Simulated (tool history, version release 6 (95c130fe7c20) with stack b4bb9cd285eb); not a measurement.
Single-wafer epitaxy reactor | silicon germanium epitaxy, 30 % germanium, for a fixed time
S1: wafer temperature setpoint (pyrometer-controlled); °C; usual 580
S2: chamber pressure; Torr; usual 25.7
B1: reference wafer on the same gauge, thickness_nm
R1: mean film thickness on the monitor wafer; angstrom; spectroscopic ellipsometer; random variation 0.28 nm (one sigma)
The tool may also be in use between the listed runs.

Run 1, hour 0: usual settings; B1 38.241. Result: R1 496.24 angstrom.
Run 2, hour 89.4: usual settings; B1 38.178. Result: R1 503.02 angstrom.
Run 3, hour 188.6: usual settings; B1 38.218. Result: R1 504.87 angstrom.
Run 4, hour 252.5: usual settings but S1 574 °C, S2 30.1 Torr; B1 38.157. Result: R1 476.28 angstrom.
Run 5, hour 452: usual settings but S1 574 °C; B1 38.217. Result: R1 443.4 angstrom.
Run 6, hour 519: usual settings but S1 574 °C; B1 38.239. Result: R1 446.63 angstrom.
At hour 570.4: gauge calibrated.
Run 7, hour 578.2: usual settings but S1 574 °C; B1 38.194. Result: R1 445.67 angstrom.
At hour 589.9: capacitance manometer re-zeroed and calibrated.
Run 8, hour 694.7: usual settings but S2 29.4 Torr; B1 38.144. Result: R1 535.66 angstrom.
At hour 731.4: pyrometer calibrated.
Run 9, hour 771.5: usual settings but S2 29.4 Torr; B1 38.128. Result: R1 504.63 angstrom.
Run 10, hour 846.7: usual settings but S1 573 °C, S2 30 Torr; B1 38.267. Result: R1 449.82 angstrom.
Run 11, hour 953.8: usual settings but S1 584 °C, S2 21 Torr; B1 38.2. Result: R1 494.57 angstrom.
Run 12, hour 1015: usual settings but S1 570 °C, S2 21.1 Torr; B1 38.212. Result: R1 370.19 angstrom.
Run 13, hour 1101.6: usual settings; B1 38.267. Result: R1 503.2 angstrom.
Run 14, hour 1168.2: usual settings but S1 572 °C; B1 38.224. Result: R1 428.59 angstrom.
At hour 1184: showerhead replaced.
Run 15, hour 1270.7: usual settings; B1 38.199. Result: R1 505.97 angstrom.
Run 16, hour 1332.1: usual settings; B1 38.28. Result: R1 514.12 angstrom.
Run 17, hour 1436.9: usual settings but S1 592 °C, S2 29.2 Torr; B1 38.182. Result: R1 682.96 angstrom.
Run 18, hour 1494.1: usual settings but S1 568 °C; B1 38.224. Result: R1 398.82 angstrom.

Measured less the same run without the tool's hidden state. The same run-to-run variation is in both; the gauge's scatter may not be:
The hidden state here: wafer temperature above the value expected at the setpoint (K); true pressure above the setpoint (%); gauge reads high (%).
run      R1
  1  +26.12
  2  +29.07
  3  +31.42
  4  +31.18
  5  +31.28
  6  +32.04
  7  +32.37
  8  +39.06
  9   +6.63
 10  +12.42
 11   +20.8
 12  +18.73
 13  +28.83
 14  +27.18
 15   +34.5
 16  +36.52
 17  +49.73
 18  +31.47
